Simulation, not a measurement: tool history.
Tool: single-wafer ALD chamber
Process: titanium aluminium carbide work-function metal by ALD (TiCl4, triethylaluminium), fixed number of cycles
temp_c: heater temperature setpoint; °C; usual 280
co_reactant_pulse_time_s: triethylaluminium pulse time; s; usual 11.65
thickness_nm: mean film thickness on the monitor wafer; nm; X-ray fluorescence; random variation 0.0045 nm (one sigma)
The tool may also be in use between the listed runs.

run	hour	temp_c	co_reactant_pulse_time_s	wafers since the last listed run	hours since the last thermocouple change	hours since the last triethylaluminium bottle change	hours since the showerhead was replaced	hours since the gauge calibration	read-back reference wafer on the same gauge, thickness_nm	thickness_nm
1	0.0	280	9.58	0	974.1	1691.4	6197.4	124.4	1.999	1.523
2	7.3	280	9.66	68	981.4	1698.7	6204.7	131.7	2.001	1.529
3	20.9	280	9.66	128	995.0	1712.3	6218.3	145.3	1.999	1.527
4	27.9	280	11.65	65	1002.0	1719.3	6225.3	152.3	1.999	1.592
5	35.2	280	11.65	68	1009.3	1726.6	6232.6	159.6	2.000	1.597
6	42.9	280	11.65	72	1017.0	1734.3	6240.3	167.3	2.000	1.587
7	51.2	280	11.65	78	1025.3	1742.6	6248.6	175.6	1.999	1.589
# hour 68.4: thermocouple changed; heater temperature recalibrated
8	68.9	280	11.65	91	0.5	1760.3	6266.3	193.3	1.998	1.578
9	76.4	280	11.65	70	8.0	1767.8	6273.8	200.8	2.002	1.570
10	83.1	280	11.65	63	14.7	1774.5	6280.5	207.5	1.998	1.579
11	90.9	280	11.65	73	22.5	1782.3	6288.3	215.3	2.001	1.568
12	107.6	280	11.65	157	39.2	1799.0	6305.0	232.0	2.000	1.575
# hour 128.3: triethylaluminium bottle replaced
13	128.8	280	11.65	124	60.4	0.5	6326.2	253.2	1.999	1.705
14	137.3	280	15.48	80	68.9	9.0	6334.7	261.7	2.000	1.724
15	146.7	280	11.65	88	78.3	18.4	6344.1	271.1	1.997	1.700
16	161.1	295	15.60	135	92.7	32.8	6358.5	285.5	2.000	1.836
# hour 162.0: gauge calibrated
# hour 169.2: showerhead replaced
17	177.3	284	15.34	77	108.9	49.0	8.1	15.3	2.000	1.752

Run 18 comes next. What will it give?
18	189.9	293	7.50	118	121.5	61.6	20.7	27.9	?	?

{"run 18": {"read-back reference wafer on the same gauge, thickness_nm": 2.0, "thickness_nm": 1.686}}
Without the tool's hidden state the same run would have given thickness_nm 1.705 nm.
